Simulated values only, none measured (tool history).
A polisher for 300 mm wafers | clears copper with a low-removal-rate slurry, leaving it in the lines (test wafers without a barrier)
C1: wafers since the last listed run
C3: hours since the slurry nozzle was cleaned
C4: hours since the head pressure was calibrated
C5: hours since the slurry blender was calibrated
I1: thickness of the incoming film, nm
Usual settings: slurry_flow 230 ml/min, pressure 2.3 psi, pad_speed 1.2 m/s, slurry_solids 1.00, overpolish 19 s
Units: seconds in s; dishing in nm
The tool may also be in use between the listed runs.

Run 1, hour 0.0: usual settings; C1 0; wafers polished on this pad 684; C3 236.6; C4 661.0; C5 131.6; I1 297.4. Result: seconds 111.0 s, dishing 20.0 nm.
Run 2, hour 24.4: usual settings; C1 185; wafers polished on this pad 870; C3 261.0; C4 685.4; C5 156.0; I1 297.6. Result: seconds 111.3 s, dishing 19.4 nm.
At hour 68.0: worn pad replaced by a new one.
At hour 116.4: slurry blender recalibrated.
Run 3, hour 116.9: usual settings; C1 657; wafers polished on this pad 356; C3 353.5; C4 777.9; C5 0.5; I1 297.4. Result: seconds 112.5 s, dishing 19.1 nm.
Run 4, hour 135.0: usual settings; C1 137; wafers polished on this pad 494; C3 371.6; C4 796.0; C5 18.6; I1 292.8. Result: seconds 111.6 s, dishing 19.6 nm.
Run 5, hour 170.2: usual settings; C1 267; wafers polished on this pad 762; C3 406.8; C4 831.2; C5 53.8; I1 292.4. Result: seconds 109.6 s, dishing 19.7 nm.
Run 6, hour 196.0: usual settings; C1 196; wafers polished on this pad 958; C3 432.6; C4 857.0; C5 79.6; I1 288.3. Result: seconds 108.8 s, dishing 19.4 nm.
Run 7, hour 229.0: usual settings but slurry_solids 1.15; C1 250; wafers polished on this pad 1209; C3 465.6; C4 890.0; C5 112.6; I1 291.7. Result: seconds 108.2 s, dishing 19.9 nm.
At hour 246.2: worn pad replaced by a new one.
Run 8, hour 246.7: usual settings but slurry_solids 1.15; C1 104; wafers polished on this pad 3; C3 483.3; C4 907.7; C5 130.3; I1 292.0. Result: seconds 107.1 s, dishing 19.6 nm.
Run 9, hour 270.6: usual settings but slurry_solids 1.15; C1 181; wafers polished on this pad 185; C3 507.2; C4 931.6; C5 154.2; I1 297.1. Result: seconds 107.2 s, dishing 19.9 nm.
Run 10, hour 300.2: usual settings but slurry_flow 275 ml/min; C1 225; wafers polished on this pad 410; C3 536.8; C4 961.2; C5 183.8; I1 293.7. Result: seconds 109.5 s, dishing 19.8 nm.
At hour 305.7: head pressure recalibrated.
Run 11, hour 335.4: usual settings but slurry_flow 275 ml/min; C1 252; wafers polished on this pad 663; C3 572.0; C4 29.7; C5 219.0; I1 292.5. Result: seconds 106.2 s, dishing 20.0 nm.
Run 12, hour 368.4: usual settings but slurry_flow 275 ml/min; C1 250; wafers polished on this pad 914; C3 605.0; C4 62.7; C5 252.0; I1 295.6. Result: seconds 109.4 s, dishing 19.4 nm.
At hour 373.1: slurry blender recalibrated.
Run 13, hour 402.9: usual settings but pressure 2.0 psi, slurry_solids 0.75; C1 247; wafers polished on this pad 1161; C3 639.5; C4 97.2; C5 29.8; I1 299.3. Result: seconds 136.5 s, dishing 18.1 nm.
Run 14, hour 418.9: usual settings but pad_speed 1.6 m/s; C1 121; wafers polished on this pad 1282; C3 655.5; C4 113.2; C5 45.8; I1 294.9. Result: seconds 81.5 s, dishing 21.6 nm.
Run 15, hour 431.9: usual settings but pad_speed 1.5 m/s, slurry_solids 1.15; C1 98; wafers polished on this pad 1381; C3 668.5; C4 126.2; C5 58.8; I1 293.8. Result: seconds 87.6 s, dishing 21.7 nm.
At hour 439.3: worn pad replaced by a new one.
Run 16, hour 446.7: usual settings; C1 82; wafers polished on this pad 56; C3 683.3; C4 141.0; C5 73.6; I1 297.2. Result: seconds 113.0 s, dishing 19.9 nm.
Run 17, hour 552.1: usual settings but pad_speed 1.4 m/s, overpolish 25 s; C1 801; wafers polished on this pad 857; C3 788.7; C4 246.4; C5 179.0; I1 294.3. Result: seconds 94.8 s, dishing 22.6 nm.
Run 18, hour 570.3: usual settings; C1 138; wafers polished on this pad 995; C3 806.9; C4 264.6; C5 197.2; I1 296.2. Result: seconds 111.2 s, dishing 20.2 nm.
Run 19, hour 592.2: usual settings but slurry_flow 270 ml/min, slurry_solids 1.25, overpolish 13 s; C1 166; wafers polished on this pad 1162; C3 828.8; C4 286.5; C5 219.1; I1 297.1. Result: seconds 104.2 s, dishing 17.3 nm.
At hour 597.2: worn pad replaced by a new one.
Run 20, hour 621.0: usual settings but slurry_flow 285 ml/min, pressure 3.0 psi, slurry_solids 1.10, overpolish 11 s; C1 188; wafers polished on this pad 180; C3 857.6; C4 315.3; C5 247.9; I1 293.2. Result: seconds 81.5 s, dishing 17.7 nm.
At hour 624.4: slurry nozzle cleaned.
Run 21, hour 652.7: usual settings; C1 233; wafers polished on this pad 414; C3 28.3; C4 347.0; C5 279.6; I1 291.5. Result: seconds 111.6 s, dishing 19.7 nm.
At hour 656.2: slurry blender recalibrated.
Run 22, hour 677.5: usual settings; C1 173; wafers polished on this pad 587; C3 53.1; C4 371.8; C5 21.3; I1 294.5. Result: seconds 110.1 s, dishing 20.0 nm.

Run 23 comes next. What will it give?
Run 23, hour 702.4: usual settings; C1 189; wafers polished on this pad 776; C3 78.0; C4 396.7; C5 46.2; I1 293.7. Result: seconds ?, dishing ?.

{"run 23": {"seconds": 107.8, "dishing": 19.5}}
Without the tool's hidden state the same run would have given seconds 107.8 s, dishing 19.5 nm.
